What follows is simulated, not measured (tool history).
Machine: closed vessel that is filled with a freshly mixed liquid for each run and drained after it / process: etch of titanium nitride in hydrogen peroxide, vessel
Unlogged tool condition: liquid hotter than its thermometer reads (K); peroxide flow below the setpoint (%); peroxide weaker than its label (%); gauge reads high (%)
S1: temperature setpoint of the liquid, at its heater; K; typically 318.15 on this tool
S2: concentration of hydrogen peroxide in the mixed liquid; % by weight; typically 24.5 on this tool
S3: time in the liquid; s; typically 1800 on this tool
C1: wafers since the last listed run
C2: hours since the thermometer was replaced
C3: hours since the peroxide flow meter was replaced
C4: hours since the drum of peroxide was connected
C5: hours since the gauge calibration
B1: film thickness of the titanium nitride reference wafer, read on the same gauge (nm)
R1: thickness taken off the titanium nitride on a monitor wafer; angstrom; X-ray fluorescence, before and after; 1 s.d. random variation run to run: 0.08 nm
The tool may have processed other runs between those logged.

{"run": 1, "hour": 0.0, "S1": 318.15, "S2": 24.5, "S3": 1800, "C1": 0, "C2": 2636.2, "C3": 861.7, "C4": 659.5, "C5": 129.5, "B1": 59.98, "R1": 477.4}
{"run": 2, "hour": 17.9, "S1": 318.15, "S2": 24.5, "S3": 1800, "C1": 855, "C2": 2654.1, "C3": 879.6, "C4": 677.4, "C5": 147.4, "B1": 59.99, "R1": 476.4}
{"run": 3, "hour": 71.7, "S1": 314.15, "S2": 24.5, "S3": 1800, "C1": 2570, "C2": 2707.9, "C3": 933.4, "C4": 731.2, "C5": 201.2, "B1": 59.96, "R1": 354.9}
{"hour": 74.2, "done": "new drum of peroxide connected"}
{"run": 4, "hour": 88.1, "S1": 314.15, "S2": 24.5, "S3": 1800, "C1": 735, "C2": 2724.3, "C3": 949.8, "C4": 13.9, "C5": 217.6, "B1": 60.02, "R1": 356.6}
{"run": 5, "hour": 104.0, "S1": 314.15, "S2": 24.5, "S3": 1800, "C1": 759, "C2": 2740.2, "C3": 965.7, "C4": 29.8, "C5": 233.5, "B1": 60, "R1": 354}
{"run": 6, "hour": 118.9, "S1": 318.15, "S2": 24.5, "S3": 1450, "C1": 711, "C2": 2755.1, "C3": 980.6, "C4": 44.7, "C5": 248.4, "B1": 59.99, "R1": 385.1}
{"hour": 127.4, "done": "peroxide flow meter replaced"}
{"run": 7, "hour": 129.2, "S1": 318.15, "S2": 24.5, "S3": 1450, "C1": 444, "C2": 2765.4, "C3": 1.8, "C4": 55, "C5": 258.7, "B1": 59.99, "R1": 397.6}
{"hour": 137.3, "done": "gauge calibrated"}
{"run": 8, "hour": 139.7, "S1": 318.15, "S2": 24.5, "S3": 1800, "C1": 501, "C2": 2775.9, "C3": 12.3, "C4": 65.5, "C5": 2.4, "B1": 60, "R1": 493}
{"hour": 144.9, "done": "thermometer replaced"}
{"run": 9, "hour": 155.7, "S1": 318.15, "S2": 24.5, "S3": 1800, "C1": 716, "C2": 10.8, "C3": 28.3, "C4": 81.5, "C5": 18.4, "B1": 59.98, "R1": 417.8}
{"run": 10, "hour": 168.4, "S1": 324.15, "S2": 17, "S3": 2155, "C1": 606, "C2": 23.5, "C3": 41, "C4": 94.2, "C5": 31.1, "B1": 59.98, "R1": 714.6}
{"run": 11, "hour": 176.9, "S1": 318.15, "S2": 30, "S3": 2160, "C1": 406, "C2": 32, "C3": 49.5, "C4": 102.7, "C5": 39.6, "B1": 60.01, "R1": 523}
{"run": 12, "hour": 183.0, "S1": 318.15, "S2": 24.5, "S3": 2560, "C1": 291, "C2": 38.1, "C3": 55.6, "C4": 108.8, "C5": 45.7, "B1": 60.01, "R1": 594.1}
{"run": 13, "hour": 191.1, "S1": 318.15, "S2": 24.5, "S3": 1800, "C1": 387, "C2": 46.2, "C3": 63.7, "C4": 116.9, "C5": 53.8, "B1": 60.01, "R1": 414.8}
{"run": 14, "hour": 201.2, "S1": 318.15, "S2": 21, "S3": 2355, "C1": 482, "C2": 56.3, "C3": 73.8, "C4": 127, "C5": 63.9, "B1": 60.01, "R1": 528.9}
{"run": 15, "hour": 211.2, "S1": 318.15, "S2": 24.5, "S3": 1800, "C1": 477, "C2": 66.3, "C3": 83.8, "C4": 137, "C5": 73.9, "B1": 59.99, "R1": 416.3}
{"run": 16, "hour": 221.1, "S1": 326.65, "S2": 28, "S3": 1800, "C1": 473, "C2": 76.2, "C3": 93.7, "C4": 146.9, "C5": 83.8, "B1": 59.99, "R1": 792.5}
{"run": 17, "hour": 234.9, "S1": 323.15, "S2": 27.5, "S3": 2285, "C1": 659, "C2": 90, "C3": 107.5, "C4": 160.7, "C5": 97.6, "B1": 60, "R1": 785.4}
{"run": 18, "hour": 240.9, "S1": 318.15, "S2": 21, "S3": 2355, "C1": 286, "C2": 96, "C3": 113.5, "C4": 166.7, "C5": 103.6, "B1": 60, "R1": 528.6}

Branching from run 18: 3 alternative next runs. What would each branch give?
{"run": "A", "hour": 242.1, "S1": 318.15, "S2": 26.5, "S3": 1800, "C1": 57, "C2": 97.2, "C3": 114.7, "C4": 167.9, "C5": 104.8, "B1": "?", "R1": "?"}
{"run": "B", "hour": 242.1, "S1": 326.15, "S2": 24.5, "S3": 2375, "C1": 57, "C2": 97.2, "C3": 114.7, "C4": 167.9, "C5": 104.8, "B1": "?", "R1": "?"}
{"run": "C", "hour": 242.1, "S1": 309.15, "S2": 21.5, "S3": 1800, "C1": 57, "C2": 97.2, "C3": 114.7, "C4": 167.9, "C5": 104.8, "B1": "?", "R1": "?"}

run=A B1=60.01 R1=425.3
run=B B1=60.01 R1=984.7
run=C B1=60.01 R1=204.4
Take away the tool's hidden state, keep each run's random variation, and the runs would have read:
run=A R1=409.4
run=B R1=949.8
run=C R1=196.2
